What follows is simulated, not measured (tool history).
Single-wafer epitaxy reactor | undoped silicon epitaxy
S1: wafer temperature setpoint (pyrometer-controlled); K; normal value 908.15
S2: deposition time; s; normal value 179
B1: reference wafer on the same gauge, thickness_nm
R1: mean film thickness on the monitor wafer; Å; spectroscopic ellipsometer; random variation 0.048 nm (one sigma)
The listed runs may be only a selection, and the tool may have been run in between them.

{"run": 1, "hour": 0.0, "S1": 908.15, "S2": 170, "B1": 24.681, "R1": 195.84}
{"run": 2, "hour": 72.7, "S1": 908.15, "S2": 179, "B1": 24.696, "R1": 206.2}
{"run": 3, "hour": 160.4, "S1": 898.15, "S2": 179, "B1": 24.681, "R1": 158.85}
{"run": 4, "hour": 205.0, "S1": 898.15, "S2": 179, "B1": 24.689, "R1": 158.39}
{"run": 5, "hour": 311.6, "S1": 908.15, "S2": 179, "B1": 24.701, "R1": 205.12}
{"run": 6, "hour": 539.7, "S1": 908.15, "S2": 179, "B1": 24.687, "R1": 204.72}
{"run": 7, "hour": 626.4, "S1": 908.15, "S2": 179, "B1": 24.715, "R1": 204.64}
{"run": 8, "hour": 680.2, "S1": 908.15, "S2": 205, "B1": 24.696, "R1": 232.94}
{"run": 9, "hour": 756.5, "S1": 908.15, "S2": 205, "B1": 24.691, "R1": 233.58}
{"hour": 814.7, "done": "gauge calibrated"}
{"run": 10, "hour": 836.3, "S1": 908.15, "S2": 205, "B1": 24.668, "R1": 233.0}
{"run": 11, "hour": 920.5, "S1": 908.15, "S2": 179, "B1": 24.714, "R1": 203.63}
{"hour": 933.8, "done": "pyrometer calibrated"}
{"run": 12, "hour": 977.7, "S1": 901.15, "S2": 155, "B1": 24.723, "R1": 144.97}
{"run": 13, "hour": 1063.2, "S1": 893.15, "S2": 159, "B1": 24.699, "R1": 120.71}
{"run": 14, "hour": 1220.3, "S1": 915.15, "S2": 194, "B1": 24.707, "R1": 261.05}
{"hour": 1271.1, "done": "pyrometer calibrated, repeated, since the last time left the tool worse"}
{"run": 15, "hour": 1303.1, "S1": 898.15, "S2": 146, "B1": 24.677, "R1": 130.34}
{"run": 16, "hour": 1393.6, "S1": 908.15, "S2": 179, "B1": 24.719, "R1": 206.31}
{"run": 17, "hour": 1454.6, "S1": 908.15, "S2": 214, "B1": 24.709, "R1": 246.64}
{"run": 18, "hour": 1522.6, "S1": 904.15, "S2": 151, "B1": 24.707, "R1": 157.12}
{"run": 19, "hour": 1577.3, "S1": 901.15, "S2": 201, "B1": 24.708, "R1": 193.05}
{"run": 20, "hour": 1638.6, "S1": 893.15, "S2": 195, "B1": 24.695, "R1": 152.49}
{"run": 21, "hour": 1931.8, "S1": 908.15, "S2": 193, "B1": 24.695, "R1": 222.99}
{"run": 22, "hour": 2003.5, "S1": 908.15, "S2": 198, "B1": 24.686, "R1": 227.25}
{"run": 23, "hour": 2069.2, "S1": 908.15, "S2": 179, "B1": 24.675, "R1": 206.11}

5 options for the next run, each taken on its own from the tool as it stands now. Forecast them:
{"run": "A", "hour": 2069.6, "S1": 908.15, "S2": 179, "B1": "?", "R1": "?"}
{"run": "B", "hour": 2069.6, "S1": 919.15, "S2": 156, "B1": "?", "R1": "?"}
{"run": "C", "hour": 2069.6, "S1": 908.15, "S2": 165, "B1": "?", "R1": "?"}
{"run": "D", "hour": 2069.6, "S1": 912.15, "S2": 167, "B1": "?", "R1": "?"}
{"run": "E", "hour": 2069.6, "S1": 893.15, "S2": 193, "B1": "?", "R1": "?"}

run=A B1=24.668 R1=205.41
run=B B1=24.668 R1=236.53
run=C B1=24.668 R1=189.34
run=D B1=24.668 R1=212.26
run=E B1=24.668 R1=149.57
Without the tool's unlogged condition, the same runs would have read:
run=A R1=206.34
run=B R1=237.57
run=C R1=190.20
run=D R1=213.21
run=E R1=150.27
